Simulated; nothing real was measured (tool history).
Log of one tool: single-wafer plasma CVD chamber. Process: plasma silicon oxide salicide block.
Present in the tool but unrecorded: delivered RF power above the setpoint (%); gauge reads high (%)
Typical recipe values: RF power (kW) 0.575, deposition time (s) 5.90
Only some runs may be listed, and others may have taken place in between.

run    hour  RF power (kW)  deposition time (s)  wafers since the last listed run  hours since the last RF generator calibration  hours since the showerhead was replaced  hours since the gauge calibration  read-back reference wafer on the same gauge, thickness_nm  mean film thickness on the monitor wafer (angstrom)
  1     0.0          0.575                 5.90                                 0                                         1318.1                                   1648.9                             2087.8                                                     67.782                                               580.48
  2    44.4          0.575                 5.90                              1368                                         1362.5                                   1693.3                             2132.2                                                     67.695                                               574.56
  3    95.5          0.575                 5.90                              1574                                         1413.6                                   1744.4                             2183.3                                                     67.557                                               576.55
  4   127.8          0.575                 5.90                               995                                         1445.9                                   1776.7                             2215.6                                                     67.605                                               579.95
  5   195.1          0.575                 5.90                              2073                                         1513.2                                   1844.0                             2282.9                                                     67.536                                               572.69
  6   266.4          0.575                 5.90                              2196                                         1584.5                                   1915.3                             2354.2                                                     67.716                                               573.37
  7   326.7          0.575                 5.90                              1857                                         1644.8                                   1975.6                             2414.5                                                     67.518                                               576.90
  8   367.6          0.575                 5.90                              1260                                         1685.7                                   2016.5                             2455.4                                                     67.606                                               577.22
  9   415.1          0.575                 6.42                              1463                                         1733.2                                   2064.0                             2502.9                                                     67.571                                               628.69
 10   482.1          0.640                 5.90                              2064                                         1800.2                                   2131.0                             2569.9                                                     67.616                                               588.92
 11   546.6          0.640                 5.90                              1987                                         1864.7                                   2195.5                             2634.4                                                     67.623                                               590.49
 12   593.6          0.640                 5.90                              1448                                         1911.7                                   2242.5                             2681.4                                                     67.652                                               591.13
 13   762.2          0.575                 5.90                              5194                                         2080.3                                   2411.1                             2850.0                                                     67.593                                               576.96
 14   797.9          0.575                 5.90                              1099                                         2116.0                                   2446.8                             2885.7                                                     67.504                                               571.77
 15   864.1          0.575                 5.90                              2039                                         2182.2                                   2513.0                             2951.9                                                     67.639                                               577.74
 16   926.4          0.495                 5.90                              1919                                         2244.5                                   2575.3                             3014.2                                                     67.433                                               559.20
      958.7  -- gauge calibrated
 17   967.6          0.575                 5.90                              1269                                         2285.7                                   2616.5                                8.9                                                     69.026                                               586.27
      989.1  -- RF generator calibrated
 18  1034.3          0.575                 5.90                              1808                                           45.2                                   2683.2                               75.6                                                     68.831                                               590.77
 19  1087.2          0.575                 5.90                              1629                                           98.1                                   2736.1                              128.5                                                     68.723                                               587.00
 20  1146.4          0.575                 5.90                              1824                                          157.3                                   2795.3                              187.7                                                     68.699                                               584.13
 21  1199.8          0.575                 5.90                              1645                                          210.7                                   2848.7                              241.1                                                     68.670                                               584.22
 22  1229.1          0.520                 6.96                               902                                          240.0                                   2878.0                              270.4                                                     68.768                                               673.27
 23  1285.1          0.520                 6.45                              1725                                          296.0                                   2934.0                              326.4                                                     68.430                                               628.99
 24  1310.6          0.575                 5.90                               785                                          321.5                                   2959.5                              351.9                                                     68.454                                               582.90
 25  1370.6          0.500                 4.73                              1848                                          381.5                                   3019.5                              411.9                                                     68.383                                               450.61
 26  1429.9          0.575                 6.71                              1827                                          440.8                                   3078.8                              471.2                                                     68.354                                               665.57
 27  1475.0          0.660                 6.87                              1389                                          485.9                                   3123.9                              516.3                                                     68.406                                               700.70
 28  1532.4          0.540                 5.44                              1768                                          543.3                                   3181.3                              573.7                                                     68.274                                               529.22
 29  1558.6          0.675                 5.42                               807                                          569.5                                   3207.5                              599.9                                                     68.253                                               555.60
 30  1620.0          0.575                 5.90                              1891                                          630.9                                   3268.9                              661.3                                                     68.237                                               581.15
 31  1655.6          0.575                 5.90                              1096                                          666.5                                   3304.5                              696.9                                                     68.141                                               578.25
 32  1854.1          0.480                 5.90                              6115                                          865.0                                   3503.0                              895.4                                                     67.964                                               552.28
     1873.7  -- showerhead replaced
 33  1915.7          0.515                 5.15                              1651                                          926.6                                     42.0                              957.0                                                     68.008                                               497.09
 34  1970.6          0.505                 4.97                              1691                                          981.5                                     96.9                             1011.9                                                     68.048                                               470.65
 35  2015.9          0.575                 5.90                              1395                                         1026.8                                    142.2                             1057.2                                                     67.890                                               577.13
 36  2044.5          0.575                 6.57                               881                                         1055.4                                    170.8                             1085.8                                                     67.808                                               645.33
 37  2088.6          0.575                 5.90                              1358                                         1099.5                                    214.9                             1129.9                                                     67.910                                               579.04
 38  2150.7          0.620                 6.70                              1913                                         1161.6                                    277.0                             1192.0                                                     67.792                                               666.82
 39  2208.6          0.575                 5.90                              1783                                         1219.5                                    334.9                             1249.9                                                     67.914                                               579.26
 40  2258.5          0.575                 6.77                              1537                                         1269.4                                    384.8                             1299.8                                                     67.827                                               664.03

Expected results for the next run?
 41  2313.4          0.575                 5.90                              1691                                         1324.3                                    439.7                             1354.7                                                          ?                                                    ?

read-back reference wafer on the same gauge, thickness_nm: 67.777
mean film thickness on the monitor wafer (angstrom): 583.51
On a tool with no hidden condition, and with the same random variation, this run would have come out at mean film thickness on the monitor wafer (angstrom) 593.78.
